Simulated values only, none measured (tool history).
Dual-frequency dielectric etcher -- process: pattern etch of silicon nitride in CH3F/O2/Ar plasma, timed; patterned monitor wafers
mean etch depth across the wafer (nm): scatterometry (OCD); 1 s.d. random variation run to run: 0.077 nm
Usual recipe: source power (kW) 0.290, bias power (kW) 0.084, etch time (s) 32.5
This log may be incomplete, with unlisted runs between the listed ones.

| run | hour | source power (kW) | bias power (kW) | etch time (s) | wafers since the last listed run | hours since the last wet clean | hours since the last source power generator calibration | hours since the last bias power generator calibration | hours since the last upper electrode change | hours since the gauge calibration | read-back reference wafer on the same gauge, depth_nm | mean etch depth across the wafer (nm) |
|---|---|---|---|---|---|---|---|---|---|---|---|---|
| 1 | 0.0 | 0.290 | 0.098 | 32.5 | 0 | 32.9 | 2648.9 | 3167.8 | 2028.7 | 817.4 | 18.72 | 22.51 |
| 2 | 68.8 | 0.290 | 0.084 | 32.5 | 548 | 101.7 | 2717.7 | 3236.6 | 2097.5 | 886.2 | 18.69 | 21.36 |
| 3 | 124.8 | 0.290 | 0.084 | 32.5 | 446 | 157.7 | 2773.7 | 3292.6 | 2153.5 | 942.2 | 18.73 | 21.40 |
| 4 | 188.3 | 0.290 | 0.084 | 32.5 | 506 | 221.2 | 2837.2 | 3356.1 | 2217.0 | 1005.7 | 18.70 | 21.58 |
| 5 | 249.6 | 0.290 | 0.084 | 32.5 | 488 | 282.5 | 2898.5 | 3417.4 | 2278.3 | 1067.0 | 18.70 | 21.54 |
| 6 | 357.0 | 0.250 | 0.084 | 32.5 | 855 | 389.9 | 3005.9 | 3524.8 | 2385.7 | 1174.4 | 18.69 | 20.16 |
|  | 456.8 | wet clean of the chamber |
| 7 | 457.3 | 0.250 | 0.084 | 32.5 | 608 | 0.5 | 3106.2 | 3625.1 | 2486.0 | 1274.7 | 18.69 | 20.08 |
| 8 | 507.6 | 0.290 | 0.084 | 32.5 | 400 | 50.8 | 3156.5 | 3675.4 | 2536.3 | 1325.0 | 18.70 | 21.32 |
|  | 513.0 | gauge calibrated |
|  | 567.5 | bias power generator calibrated |
| 9 | 579.2 | 0.290 | 0.084 | 32.5 | 538 | 122.4 | 3228.1 | 11.7 | 2607.9 | 66.2 | 18.68 | 21.33 |
| 10 | 649.6 | 0.290 | 0.084 | 26.0 | 561 | 192.8 | 3298.5 | 82.1 | 2678.3 | 136.6 | 18.71 | 17.08 |
|  | 706.1 | source power generator calibrated |
| 11 | 720.7 | 0.260 | 0.084 | 32.5 | 534 | 263.9 | 14.6 | 153.2 | 2749.4 | 207.7 | 18.69 | 20.49 |
| 12 | 769.2 | 0.320 | 0.105 | 37.5 | 386 | 312.4 | 63.1 | 201.7 | 2797.9 | 256.2 | 18.70 | 27.52 |
| 13 | 821.1 | 0.290 | 0.084 | 32.5 | 413 | 364.3 | 115.0 | 253.6 | 2849.8 | 308.1 | 18.70 | 21.62 |
|  | 891.4 | upper electrode replaced, of another model than before |
| 14 | 903.7 | 0.250 | 0.084 | 37.0 | 467 | 446.9 | 197.6 | 336.2 | 12.3 | 390.7 | 18.70 | 22.12 |
|  | 973.8 | wet clean of the chamber |
| 15 | 974.3 | 0.250 | 0.105 | 32.5 | 371 | 0.5 | 268.2 | 406.8 | 82.9 | 461.3 | 18.72 | 19.88 |
| 16 | 1022.5 | 0.290 | 0.104 | 37.0 | 384 | 48.7 | 316.4 | 455.0 | 131.1 | 509.5 | 18.69 | 25.21 |
| 17 | 1130.2 | 0.340 | 0.096 | 29.0 | 858 | 156.4 | 424.1 | 562.7 | 238.8 | 617.2 | 18.71 | 21.70 |
| 18 | 1231.2 | 0.290 | 0.098 | 32.5 | 804 | 257.4 | 525.1 | 663.7 | 339.8 | 718.2 | 18.69 | 22.15 |

Per-run results on a tool with no hidden state, each run keeping its own random variation:
The tool's hidden condition here consists of: etch rate over this chamber's usual, %; source power that arrives over what is set, %; bias power that arrives over what is set, %; gauge reads high (%).
| run | mean etch depth across the wafer (nm) |
|---|---|
| 1 | 22.46 |
| 2 | 21.26 |
| 3 | 21.26 |
| 4 | 21.40 |
| 5 | 21.32 |
| 6 | 19.88 |
| 7 | 20.08 |
| 8 | 21.29 |
| 9 | 21.24 |
| 10 | 16.97 |
| 11 | 20.31 |
| 12 | 27.24 |
| 13 | 21.37 |
| 14 | 21.80 |
| 15 | 19.85 |
| 16 | 25.13 |
| 17 | 21.56 |
| 18 | 21.93 |
